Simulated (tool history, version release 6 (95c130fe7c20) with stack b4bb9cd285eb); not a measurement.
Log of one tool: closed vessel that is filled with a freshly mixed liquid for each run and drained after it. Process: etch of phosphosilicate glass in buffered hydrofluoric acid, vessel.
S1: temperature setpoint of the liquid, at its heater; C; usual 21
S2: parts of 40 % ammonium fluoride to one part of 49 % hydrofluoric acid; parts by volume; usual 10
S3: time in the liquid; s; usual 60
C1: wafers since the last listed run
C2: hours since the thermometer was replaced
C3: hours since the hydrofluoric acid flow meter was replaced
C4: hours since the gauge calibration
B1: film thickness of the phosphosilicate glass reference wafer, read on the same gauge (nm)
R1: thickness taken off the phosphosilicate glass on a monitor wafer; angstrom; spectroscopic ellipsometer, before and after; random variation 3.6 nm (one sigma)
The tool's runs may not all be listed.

run	hour	S1	S2	S3	C1	C2	C3	C4	B1	R1
1	0	21	10	60	0	2243.1	1464.5	720.7	40.02	5586.6
2	14	21	10	60	1554	2257.1	1478.5	734.7	40	5647.6
3	29.6	21	8	60	1732	2272.7	1494.1	750.3	39.99	7145.9
4	45.7	21	8	60	1787	2288.8	1510.2	766.4	40.01	7162.2
5	66.7	21	10	60	2331	2309.8	1531.2	787.4	39.99	5696.5
6	121.1	21	10	60	6040	2364.2	1585.6	841.8	40.02	5697.1
7	149.6	21	10	60	3164	2392.7	1614.1	870.3	39.98	5687.1
8	170.3	21	10	60	2298	2413.4	1634.8	891	40	5665.7
9	201.5	21	10	60	3464	2444.6	1666	922.2	40.02	5739.5
10	234.5	21	10	60	3664	2477.6	1699	955.2	40.02	5783.8
11	255	21	10	60	2276	2498.1	1719.5	975.7	39.99	5677.7
12	290.7	21	10	60	3964	2533.8	1755.2	1011.4	40	5757.8
13	312.9	21	7	60	2465	2556	1777.4	1033.6	39.99	8193.3
14	329.1	21	8	60	1798	2572.2	1793.6	1049.8	39.99	7352.4
15	349.7	17	6.5	40	2287	2592.8	1814.2	1070.4	39.99	4761.6
16	385.2	21	10	95	3941	2628.3	1849.7	1105.9	39.99	9203.8
17	408	24	13.5	30	2531	2651.1	1872.5	1128.7	40.01	2642.7
18	430.4	18.5	12.5	60	2487	2673.5	1894.9	1151.1	40.01	4279.6
19	465	18	12.5	40	3841	2708.1	1929.5	1185.7	40	2780.1
20	478.4	24	7.5	60	1487	2721.5	1942.9	1199.1	39.99	9323.6
21	512.7	25	14	70	3808	2755.8	1977.2	1233.4	39.99	6307.3
# hour 521.2: hydrofluoric acid flow meter replaced
# hour 530.2: gauge calibrated
22	546.4	21	10	70	3630	2789.5	25.2	16.2	40.01	6383.1
23	623.6	21	10	45	8572	2866.7	102.4	93.4	40	4136.5
24	723.6	19	10	80	11103	2966.7	202.4	193.4	40.03	6610.3
# hour 724.7: thermometer replaced
25	755.5	21	10	60	3431	30.8	234.3	225.3	39.98	4794
26	777.5	24.5	10	60	2442	52.8	256.3	247.3	40.01	5868.8
27	799.5	21	7.5	80	2442	74.8	278.3	269.3	39.99	8406.4
28	828.2	21	10	90	3186	103.5	307	298	40.02	7162.7
29	862	21	10	85	3753	137.3	340.8	331.8	40.01	6890.5
30	883.8	18	13	60	2420	159.1	362.6	353.6	40.02	3183.1
31	985.3	23.5	6	40	11270	260.6	464.1	455.1	40.01	5961.7
32	1003.9	21	10	70	2065	279.2	482.7	473.7	40	5678.3

How the hidden state differs across the entries between the runs, from the last listed run before each to the first after it:
Between runs 21 and 22: hydrofluoric acid flow meter replaced (hour 521.2); gauge calibrated (hour 530.2)
  liquid hotter than its thermometer reads (K): 2.42 -> 2.45; hydrofluoric acid flow above the setpoint (%): 12.5 -> 0.153
  measured less the result without the state, R1: +1374.6 -> +812.2 angstrom
Between runs 24 and 25: thermometer replaced (hour 724.7)
  liquid hotter than its thermometer reads (K): 2.6 -> 0.0877; hydrofluoric acid flow above the setpoint (%): 1.1 -> 1.27
  measured less the result without the state, R1: +933.2 -> +62 angstrom
